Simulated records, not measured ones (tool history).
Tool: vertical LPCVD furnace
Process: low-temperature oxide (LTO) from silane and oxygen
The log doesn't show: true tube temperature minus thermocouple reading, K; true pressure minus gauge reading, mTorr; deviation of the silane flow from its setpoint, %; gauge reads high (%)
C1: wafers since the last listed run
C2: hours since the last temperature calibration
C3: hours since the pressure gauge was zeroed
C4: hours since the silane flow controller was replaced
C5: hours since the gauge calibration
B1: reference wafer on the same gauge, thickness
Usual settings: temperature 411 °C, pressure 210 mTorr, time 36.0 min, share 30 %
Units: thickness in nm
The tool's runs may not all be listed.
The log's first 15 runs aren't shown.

run 16 hour=175.8 | temperature=411 pressure=165 time=23.5 share=30 | C1=165 C2=128.6 C3=4512.4 C4=61.0 C5=46.8 | B1=237.89 | thickness=141.34
run 17 hour=191.4 | temperature=411 pressure=210 time=25.0 share=30 | C1=304 C2=144.2 C3=4528.0 C4=76.6 C5=62.4 | B1=237.94 | thickness=192.44
run 18 hour=199.6 | temperature=418 pressure=210 time=36.0 share=30 | C1=159 C2=152.4 C3=4536.2 C4=84.8 C5=70.6 | B1=237.97 | thickness=300.17
run 19 hour=208.6 | temperature=411 pressure=175 time=36.0 share=26 | C1=175 C2=161.4 C3=4545.2 C4=93.8 C5=79.6 | B1=238.10 | thickness=185.67
run 20 hour=217.7 | temperature=408 pressure=210 time=23.5 share=26 | C1=177 C2=170.5 C3=4554.3 C4=102.9 C5=88.7 | B1=238.21 | thickness=140.75
-- hour=249.4 pressure gauge zeroed
run 21 hour=249.9 | temperature=411 pressure=210 time=36.0 share=30 | C1=159 C2=202.7 C3=0.5 C4=135.1 C5=120.9 | B1=237.93 | thickness=276.90
run 22 hour=253.8 | temperature=402 pressure=225 time=50.0 share=26 | C1=76 C2=206.6 C3=4.4 C4=139.0 C5=124.8 | B1=237.77 | thickness=297.90
run 23 hour=257.7 | temperature=416 pressure=210 time=46.5 share=26 | C1=76 C2=210.5 C3=8.3 C4=142.9 C5=128.7 | B1=237.91 | thickness=305.71
run 24 hour=261.6 | temperature=402 pressure=230 time=28.5 share=30 | C1=76 C2=214.4 C3=12.2 C4=146.8 C5=132.6 | B1=238.08 | thickness=215.74
run 25 hour=273.7 | temperature=411 pressure=210 time=36.0 share=30 | C1=236 C2=226.5 C3=24.3 C4=158.9 C5=144.7 | B1=238.02 | thickness=276.99
run 26 hour=283.4 | temperature=411 pressure=210 time=36.0 share=30 | C1=189 C2=236.2 C3=34.0 C4=168.6 C5=154.4 | B1=238.03 | thickness=276.10
run 27 hour=297.0 | temperature=411 pressure=210 time=36.0 share=30 | C1=265 C2=249.8 C3=47.6 C4=182.2 C5=168.0 | B1=237.90 | thickness=276.89
run 28 hour=304.1 | temperature=407 pressure=180 time=42.5 share=27 | C1=138 C2=256.9 C3=54.7 C4=189.3 C5=175.1 | B1=238.14 | thickness=229.17
run 29 hour=320.9 | temperature=411 pressure=210 time=36.0 share=30 | C1=327 C2=273.7 C3=71.5 C4=206.1 C5=191.9 | B1=237.95 | thickness=276.03
run 30 hour=336.5 | temperature=407 pressure=250 time=36.0 share=30 | C1=304 C2=289.3 C3=87.1 C4=221.7 C5=207.5 | B1=237.97 | thickness=314.06
run 31 hour=345.5 | temperature=416 pressure=165 time=25.5 share=26 | C1=175 C2=298.3 C3=96.1 C4=230.7 C5=216.5 | B1=238.04 | thickness=131.92

Forecast each of these 4 alternatives for the next run:
run A hour=349.5 | temperature=411 pressure=210 time=36.0 share=30 | C1=78 C2=302.3 C3=100.1 C4=234.7 C5=220.5 | B1=? | thickness=?
run B hour=349.5 | temperature=411 pressure=230 time=36.0 share=30 | C1=78 C2=302.3 C3=100.1 C4=234.7 C5=220.5 | B1=? | thickness=?
run C hour=349.5 | temperature=406 pressure=210 time=36.0 share=34 | C1=78 C2=302.3 C3=100.1 C4=234.7 C5=220.5 | B1=? | thickness=?
run D hour=349.5 | temperature=405 pressure=170 time=45.5 share=32 | C1=78 C2=302.3 C3=100.1 C4=234.7 C5=220.5 | B1=? | thickness=?

run=A B1=237.83 thickness=276.53
run=B B1=237.83 thickness=302.87
run=C B1=237.83 thickness=311.11
run=D B1=237.83 thickness=289.49
Without the tool's hidden state the same runs would have given:
run=A thickness=277.84
run=B thickness=304.30
run=C thickness=312.41
run=D thickness=290.79
